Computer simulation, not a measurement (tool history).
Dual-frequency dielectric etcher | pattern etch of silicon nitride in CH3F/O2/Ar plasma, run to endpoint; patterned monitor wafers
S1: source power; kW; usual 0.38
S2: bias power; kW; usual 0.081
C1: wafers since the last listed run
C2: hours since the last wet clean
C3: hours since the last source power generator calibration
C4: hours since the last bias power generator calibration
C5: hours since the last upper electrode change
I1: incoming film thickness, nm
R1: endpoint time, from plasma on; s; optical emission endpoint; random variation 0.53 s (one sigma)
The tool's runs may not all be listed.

run     day    S1     S2    C1     C2      C3      C4      C5     I1    R1
  1       0  0.38  0.097     0   94.9  1814.5  1288.7  3587.5  43.45  55.8
  2   1.754  0.35  0.081   418    137  1856.6  1330.8  3629.6  43.64  65.2
  3   5.796  0.35  0.081   964    234  1953.6  1427.8  3726.6  43.52  64.7
  4   9.979  0.38  0.081   998  334.4    2054  1528.2    3827  42.85  61.8
  5  12.479  0.38  0.081   596  394.4    2114  1588.2    3887  43.74    63
  6  16.217  0.38  0.081   892  484.1  2203.7  1677.9  3976.7  43.56  64.3
  7  18.012  0.38  0.081   428  527.2  2246.8    1721  4019.8  43.39  64.4
     20.083  -- wet clean of the chamber
  8  21.012  0.38  0.081   477   22.3  2318.8    1793  4091.8  42.92  60.6
  9  24.946  0.38  0.081   939  116.7  2413.2  1887.4  4186.2   43.5  60.7
     29.312  -- upper electrode replaced
 10  29.333  0.38  0.075   808    222  2518.5  1992.7     0.5  43.95  65.9
 11  31.621  0.38  0.075   546  276.9  2573.4  2047.6    55.4  43.65    65
 12  34.446  0.38  0.081   674  344.7  2641.2  2115.4   123.2  43.45  62.9
 13  36.254  0.38  0.081   431  388.1  2684.6  2158.8   166.6  43.59  63.3
 14  40.367  0.38  0.081   981  486.8  2783.3  2257.5   265.3  44.01  64.9
     41.988  -- wet clean of the chamber
 15  42.571  0.38   0.07   287     14  2836.2  2310.4   318.2  43.09  65.6
 16  46.054  0.38  0.098   831   97.6  2919.8    2394   401.8  43.24  55.7
      47.95  -- source power generator calibrated
 17  50.192  0.35  0.093   948  196.9    53.8  2493.3   501.1  43.65  60.7
     52.133  -- bias power generator calibrated
 18  52.967  0.28  0.071   622  263.5   120.4      20   567.7  43.61  78.1
 19  57.371  0.45  0.081  1051  369.2   226.1   125.7   673.4  43.51  59.1
 20  60.621  0.35  0.081   775  447.2   304.1   203.7   751.4   43.5  66.4
     63.317  -- wet clean of the chamber
 21  63.338  0.38  0.099   409    0.5   369.3   268.9   816.6  43.09  55.1
 22  65.775   0.3  0.072   581     59   427.8   327.4   875.1  43.22    73
 23  68.488  0.42  0.089   647  124.1   492.9   392.5   940.2  43.38  56.9
 24  71.908  0.38  0.081   816  206.2     575   474.6  1022.3  43.74  63.6
 25  76.167  0.38  0.081  1016  308.4   677.2   576.8  1124.5  43.67  63.6
     82.867  -- wet clean of the chamber
 26  89.638  0.38  0.081  2977  162.5  1000.5   900.1  1447.8  43.36  61.4
 27  91.279  0.48    0.1   391  201.9  1039.9   939.5  1487.2  43.26  50.1

Hidden state at the last listed run before each entry between runs and at the first one after, where it differs:
Between runs 7 and 8: wet clean of the chamber (day 20.083)
  etch rate over this chamber's usual, %: -4.61 -> 0.384
  measured less the result without the state, R1: +3 -> -0.3 s
Between runs 9 and 10: upper electrode replaced (day 29.312)
  etch rate over this chamber's usual, %: -0.529 -> -1.55
  measured less the result without the state, R1: +0.3 -> +1.1 s
Between runs 14 and 15: wet clean of the chamber (day 41.988)
  etch rate over this chamber's usual, %: -4.11 -> 0.181
  measured less the result without the state, R1: +2.7 -> -0.1 s
Between runs 16 and 17: source power generator calibrated (day 47.95)
  etch rate over this chamber's usual, %: -0.628 -> -1.59
  measured less the result without the state, R1: +0.3 -> +0.9 s
Between runs 17 and 18: bias power generator calibrated (day 52.133)
  etch rate over this chamber's usual, %: -1.59 -> -2.23
  measured less the result without the state, R1: +0.9 -> +1.8 s
Between runs 20 and 21: wet clean of the chamber (day 63.317)
  etch rate over this chamber's usual, %: -4.01 -> -0.382
  measured less the result without the state, R1: +2.6 -> +0.2 s
Between runs 25 and 26: wet clean of the chamber (day 82.867)
  etch rate over this chamber's usual, %: -3.36 -> -1.28
  measured less the result without the state, R1: +2.2 -> +0.8 s
